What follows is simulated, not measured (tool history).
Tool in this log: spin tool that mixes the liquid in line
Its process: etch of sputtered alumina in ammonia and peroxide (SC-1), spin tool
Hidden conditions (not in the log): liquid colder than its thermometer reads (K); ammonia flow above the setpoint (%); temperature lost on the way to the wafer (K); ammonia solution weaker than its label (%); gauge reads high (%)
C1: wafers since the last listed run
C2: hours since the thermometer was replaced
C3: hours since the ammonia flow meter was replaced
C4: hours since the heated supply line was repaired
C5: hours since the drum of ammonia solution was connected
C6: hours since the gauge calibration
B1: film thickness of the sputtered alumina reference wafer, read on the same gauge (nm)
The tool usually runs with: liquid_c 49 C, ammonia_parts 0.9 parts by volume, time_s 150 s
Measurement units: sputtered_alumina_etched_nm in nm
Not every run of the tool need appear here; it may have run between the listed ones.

{"run": 1, "hour": 0.0, "liquid_c": 49, "ammonia_parts": 0.9, "time_s": 150, "C1": 0, "C2": 630.3, "C3": 1059.4, "C4": 3701, "C5": 310.7, "C6": 201.8, "B1": 29.97, "sputtered_alumina_etched_nm": 12.44}
{"run": 2, "hour": 11.0, "liquid_c": 49, "ammonia_parts": 0.9, "time_s": 150, "C1": 72, "C2": 641.3, "C3": 1070.4, "C4": 3712, "C5": 321.7, "C6": 212.8, "B1": 30.01, "sputtered_alumina_etched_nm": 12.51}
{"run": 3, "hour": 23.5, "liquid_c": 52.5, "ammonia_parts": 0.9, "time_s": 150, "C1": 82, "C2": 653.8, "C3": 1082.9, "C4": 3724.5, "C5": 334.2, "C6": 225.3, "B1": 29.98, "sputtered_alumina_etched_nm": 15.11}
{"hour": 37.4, "done": "thermometer replaced"}
{"run": 4, "hour": 38.1, "liquid_c": 52.5, "ammonia_parts": 0.9, "time_s": 150, "C1": 89, "C2": 0.7, "C3": 1097.5, "C4": 3739.1, "C5": 348.8, "C6": 239.9, "B1": 30.05, "sputtered_alumina_etched_nm": 15.2}
{"hour": 52.5, "done": "new drum of ammonia solution connected"}
{"run": 5, "hour": 53.7, "liquid_c": 52.5, "ammonia_parts": 0.9, "time_s": 150, "C1": 95, "C2": 16.3, "C3": 1113.1, "C4": 3754.7, "C5": 1.2, "C6": 255.5, "B1": 29.98, "sputtered_alumina_etched_nm": 15.34}
{"run": 6, "hour": 70.4, "liquid_c": 49, "ammonia_parts": 0.9, "time_s": 150, "C1": 109, "C2": 33, "C3": 1129.8, "C4": 3771.4, "C5": 17.9, "C6": 272.2, "B1": 30.01, "sputtered_alumina_etched_nm": 12.6}
{"run": 7, "hour": 84.0, "liquid_c": 54, "ammonia_parts": 0.9, "time_s": 150, "C1": 89, "C2": 46.6, "C3": 1143.4, "C4": 3785, "C5": 31.5, "C6": 285.8, "B1": 29.97, "sputtered_alumina_etched_nm": 16.56}
{"run": 8, "hour": 96.2, "liquid_c": 54, "ammonia_parts": 0.9, "time_s": 150, "C1": 80, "C2": 58.8, "C3": 1155.6, "C4": 3797.2, "C5": 43.7, "C6": 298, "B1": 29.97, "sputtered_alumina_etched_nm": 16.59}
{"run": 9, "hour": 114.0, "liquid_c": 49, "ammonia_parts": 0.9, "time_s": 130, "C1": 116, "C2": 76.6, "C3": 1173.4, "C4": 3815, "C5": 61.5, "C6": 315.8, "B1": 30.01, "sputtered_alumina_etched_nm": 10.94}
{"run": 10, "hour": 129.1, "liquid_c": 45.5, "ammonia_parts": 1.2, "time_s": 115, "C1": 99, "C2": 91.7, "C3": 1188.5, "C4": 3830.1, "C5": 76.6, "C6": 330.9, "B1": 29.98, "sputtered_alumina_etched_nm": 8.09}
{"run": 11, "hour": 136.0, "liquid_c": 49, "ammonia_parts": 0.9, "time_s": 150, "C1": 45, "C2": 98.6, "C3": 1195.4, "C4": 3837, "C5": 83.5, "C6": 337.8, "B1": 29.97, "sputtered_alumina_etched_nm": 12.57}
{"run": 12, "hour": 181.1, "liquid_c": 49, "ammonia_parts": 0.9, "time_s": 150, "C1": 295, "C2": 143.7, "C3": 1240.5, "C4": 3882.1, "C5": 128.6, "C6": 382.9, "B1": 30.01, "sputtered_alumina_etched_nm": 12.48}
{"hour": 189.2, "done": "heated supply line repaired"}
{"run": 13, "hour": 198.3, "liquid_c": 43, "ammonia_parts": 0.5, "time_s": 150, "C1": 106, "C2": 160.9, "C3": 1257.7, "C4": 9.1, "C5": 145.8, "C6": 400.1, "B1": 29.99, "sputtered_alumina_etched_nm": 9.44}
{"run": 14, "hour": 207.5, "liquid_c": 42.5, "ammonia_parts": 0.7, "time_s": 210, "C1": 60, "C2": 170.1, "C3": 1266.9, "C4": 18.3, "C5": 155, "C6": 409.3, "B1": 30, "sputtered_alumina_etched_nm": 13.32}
{"run": 15, "hour": 214.6, "liquid_c": 49, "ammonia_parts": 1.1, "time_s": 80, "C1": 46, "C2": 177.2, "C3": 1274, "C4": 25.4, "C5": 162.1, "C6": 416.4, "B1": 30.03, "sputtered_alumina_etched_nm": 7.62}
{"hour": 217.5, "done": "gauge calibrated"}
{"hour": 232.4, "done": "ammonia flow meter replaced"}
{"run": 16, "hour": 232.9, "liquid_c": 45, "ammonia_parts": 0.5, "time_s": 105, "C1": 113, "C2": 195.5, "C3": 0.5, "C4": 43.7, "C5": 180.4, "C6": 15.4, "B1": 29.98, "sputtered_alumina_etched_nm": 7.41}
{"run": 17, "hour": 245.9, "liquid_c": 49, "ammonia_parts": 1.2, "time_s": 120, "C1": 85, "C2": 208.5, "C3": 13.5, "C4": 56.7, "C5": 193.4, "C6": 28.4, "B1": 29.99, "sputtered_alumina_etched_nm": 11.52}
{"run": 18, "hour": 262.7, "liquid_c": 49, "ammonia_parts": 0.9, "time_s": 150, "C1": 110, "C2": 225.3, "C3": 30.3, "C4": 73.5, "C5": 210.2, "C6": 45.2, "B1": 29.99, "sputtered_alumina_etched_nm": 13.99}
{"run": 19, "hour": 276.0, "liquid_c": 49, "ammonia_parts": 0.9, "time_s": 150, "C1": 87, "C2": 238.6, "C3": 43.6, "C4": 86.8, "C5": 223.5, "C6": 58.5, "B1": 29.99, "sputtered_alumina_etched_nm": 14.02}
{"run": 20, "hour": 307.5, "liquid_c": 49, "ammonia_parts": 0.9, "time_s": 95, "C1": 206, "C2": 270.1, "C3": 75.1, "C4": 118.3, "C5": 255, "C6": 90, "B1": 30, "sputtered_alumina_etched_nm": 8.8}
{"run": 21, "hour": 325.3, "liquid_c": 52, "ammonia_parts": 0.9, "time_s": 195, "C1": 116, "C2": 287.9, "C3": 92.9, "C4": 136.1, "C5": 272.8, "C6": 107.8, "B1": 30.03, "sputtered_alumina_etched_nm": 21.37}
{"run": 22, "hour": 336.6, "liquid_c": 54.5, "ammonia_parts": 0.45, "time_s": 110, "C1": 74, "C2": 299.2, "C3": 104.2, "C4": 147.4, "C5": 284.1, "C6": 119.1, "B1": 29.98, "sputtered_alumina_etched_nm": 12.93}
{"run": 23, "hour": 347.3, "liquid_c": 49, "ammonia_parts": 1.2, "time_s": 150, "C1": 70, "C2": 309.9, "C3": 114.9, "C4": 158.1, "C5": 294.8, "C6": 129.8, "B1": 29.98, "sputtered_alumina_etched_nm": 14.34}
{"run": 24, "hour": 360.9, "liquid_c": 52.5, "ammonia_parts": 0.9, "time_s": 75, "C1": 89, "C2": 323.5, "C3": 128.5, "C4": 171.7, "C5": 308.4, "C6": 143.4, "B1": 29.96, "sputtered_alumina_etched_nm": 8.46}
{"run": 25, "hour": 372.4, "liquid_c": 40, "ammonia_parts": 0.65, "time_s": 90, "C1": 75, "C2": 335, "C3": 140, "C4": 183.2, "C5": 319.9, "C6": 154.9, "B1": 29.99, "sputtered_alumina_etched_nm": 4.84}

Alternative continuations, all from the tool just after run 25; predict every row:
{"run": "A", "hour": 372.9, "liquid_c": 49, "ammonia_parts": 0.9, "time_s": 100, "C1": 3, "C2": 335.5, "C3": 140.5, "C4": 183.7, "C5": 320.4, "C6": 155.4, "B1": "?", "sputtered_alumina_etched_nm": "?"}
{"run": "B", "hour": 372.9, "liquid_c": 52.5, "ammonia_parts": 0.9, "time_s": 105, "C1": 3, "C2": 335.5, "C3": 140.5, "C4": 183.7, "C5": 320.4, "C6": 155.4, "B1": "?", "sputtered_alumina_etched_nm": "?"}
{"run": "C", "hour": 372.9, "liquid_c": 46, "ammonia_parts": 0.7, "time_s": 235, "C1": 3, "C2": 335.5, "C3": 140.5, "C4": 183.7, "C5": 320.4, "C6": 155.4, "B1": "?", "sputtered_alumina_etched_nm": "?"}
{"run": "D", "hour": 372.9, "liquid_c": 49, "ammonia_parts": 0.9, "time_s": 85, "C1": 3, "C2": 335.5, "C3": 140.5, "C4": 183.7, "C5": 320.4, "C6": 155.4, "B1": "?", "sputtered_alumina_etched_nm": "?"}

run=A B1=29.98 sputtered_alumina_etched_nm=9.27
run=B B1=29.98 sputtered_alumina_etched_nm=11.78
run=C B1=29.98 sputtered_alumina_etched_nm=17.97
run=D B1=29.98 sputtered_alumina_etched_nm=7.88
With no hidden state in the tool, these same runs would have given:
run=A sputtered_alumina_etched_nm=9.45
run=B sputtered_alumina_etched_nm=12.02
run=C sputtered_alumina_etched_nm=18.34
run=D sputtered_alumina_etched_nm=8.03
